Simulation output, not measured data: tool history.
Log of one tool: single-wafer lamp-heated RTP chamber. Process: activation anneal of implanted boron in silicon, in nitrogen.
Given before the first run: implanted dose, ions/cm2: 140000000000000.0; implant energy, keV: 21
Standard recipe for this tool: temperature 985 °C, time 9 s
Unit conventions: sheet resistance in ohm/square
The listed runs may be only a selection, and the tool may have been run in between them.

run,hour,temperature,time,wafers since the last listed run,wafers since the last pyrometer calibration,wafers since the reflector plate was cleaned,hours since the gauge calibration,"read-back reference wafer on the same gauge, sheet resistance",sheet resistance
1,0.0,985,9,0,2835,2163,1229.7,592.83,626.93
2,77.4,985,9,1038,3873,3202,1307.1,592.93,624.00
3,122.7,985,9,607,4481,3809,1352.4,593.16,626.66
4,172.5,985,9,668,5149,4478,1402.2,592.98,624.97
# hour 208.9: pyrometer window cleaned and pyrometer calibrated
5,261.5,985,9,1086,706,5564,1491.2,593.19,627.38
6,367.6,985,9,1423,2129,6988,1597.3,593.18,627.92
# hour 455.3: reflector plate cleaned
7,455.8,985,9,1076,3205,6,1685.5,593.02,626.88
# hour 459.0: gauge calibrated
8,529.1,985,9,983,4189,990,70.1,593.14,627.10
9,624.6,985,5,1281,5470,2271,165.6,592.95,626.21
# hour 639.1: pyrometer window cleaned and pyrometer calibrated
10,673.7,995,9,551,464,2823,214.7,592.94,624.97
11,768.9,985,13,1277,1741,4100,309.9,592.93,624.34
12,834.7,985,10,882,2624,4983,375.7,592.96,625.54
13,909.8,994,10,1007,3631,5990,450.8,592.89,622.87
14,992.4,985,9,1108,4740,7099,533.4,592.98,625.69
# hour 1066.2: pyrometer window cleaned and pyrometer calibrated
15,1073.1,1013,7,975,92,8074,614.1,593.06,623.38
# hour 1097.6: reflector plate cleaned
16,1160.9,1006,12,1070,1162,849,701.9,592.86,622.59
17,1220.3,967,6,796,1959,1646,761.3,593.22,638.19
18,1259.8,956,7,529,2489,2176,800.8,593.12,650.65
19,1322.4,1000,9,839,3329,3016,863.4,592.92,622.25
20,1418.4,985,9,1288,4617,4304,959.4,593.13,623.88
21,1488.2,958,5,936,5554,5241,1029.2,592.91,642.34

Give the tool's hidden conditions for every run:
wafer temperature error from the tarnished reflector plate, K: 0 across all the runs
gauge reads high (%): 0 across all the runs
H1: true wafer temperature minus pyrometer reading, K
run,H1
1,6.25
2,8.14
3,9.24
4,10.4
5,1.59
6,4.17
7,6.32
8,8.1
9,10.4
10,2.84
11,5.16
12,6.76
13,8.59
14,10.6
15,2.36
16,4.49
17,5.94
18,6.9
19,8.42
20,10.8
21,12.5

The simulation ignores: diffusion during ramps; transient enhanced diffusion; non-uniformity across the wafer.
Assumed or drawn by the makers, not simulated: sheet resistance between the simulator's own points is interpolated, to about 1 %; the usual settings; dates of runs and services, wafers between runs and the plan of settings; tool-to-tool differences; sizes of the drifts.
